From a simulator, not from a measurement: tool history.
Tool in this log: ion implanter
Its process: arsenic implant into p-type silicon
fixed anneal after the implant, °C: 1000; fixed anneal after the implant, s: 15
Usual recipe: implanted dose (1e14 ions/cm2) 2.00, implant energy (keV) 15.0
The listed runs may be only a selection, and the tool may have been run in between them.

run,day,implanted dose (1e14 ions/cm2),implant energy (keV),"read-back reference wafer on the same gauge, sheet resistance",sheet resistance of the implanted and annealed layer (ohm/square)
1,0.000,1.74,12.0,386.77,513.24
2,0.596,2.00,18.0,387.06,439.26
3,0.967,2.00,18.0,387.10,437.13
4,1.333,2.00,12.5,387.09,461.25
5,2.083,2.00,12.5,387.08,460.15
6,2.529,2.00,15.0,387.16,451.39
7,3.183,2.00,15.0,386.71,449.69
8,3.488,2.26,15.0,387.17,410.33
9,4.150,2.26,15.0,386.94,411.12
10,4.642,2.00,15.0,386.78,449.97
11,5.083,2.00,15.0,386.99,448.93
12,5.667,2.45,15.0,387.02,385.78
13,6.150,2.45,15.0,387.00,385.63
# day 6.779: extraction supply calibrated
14,6.800,2.45,15.0,387.08,386.40
15,6.812,1.78,15.0,386.88,488.77
16,7.242,1.78,15.0,386.76,492.01
# day 7.654: gauge calibrated
17,7.667,2.00,15.0,386.88,449.77
18,8.058,1.50,15.0,387.17,556.54
19,8.517,1.54,20.0,387.13,524.03
20,8.921,2.15,19.0,387.00,413.87
21,9.175,2.00,13.0,387.04,458.42
22,9.675,1.85,10.5,386.92,499.07
# day 11.138: Faraday cup replaced and dose calibrated
23,11.533,2.00,15.0,387.06,432.74
24,12.921,2.40,19.0,386.97,367.11
25,13.412,2.44,10.5,387.17,390.06
26,13.842,1.78,15.0,387.16,473.60
27,14.238,2.37,19.0,387.11,372.40
28,14.683,2.41,15.0,387.14,379.26
29,15.071,2.00,12.5,387.12,446.71
30,15.546,2.00,18.5,387.05,422.81
31,16.058,2.00,15.0,386.96,437.29
# day 16.096: gauge calibrated
32,16.367,2.46,19.5,387.04,361.26

Forecast each of these 3 alternatives for the next run:
A,16.383,2.43,15.0,?,?
B,16.383,2.00,16.5,?,?
C,16.383,1.56,15.0,?,?

run,"read-back reference wafer on the same gauge, sheet resistance",sheet resistance of the implanted and annealed layer (ohm/square)
A,386.82,377.59
B,386.82,431.73
C,386.82,526.32
What these runs would have given with no unlogged condition in the tool:
run,sheet resistance of the implanted and annealed layer (ohm/square)
A,373.72
B,427.34
C,521.02
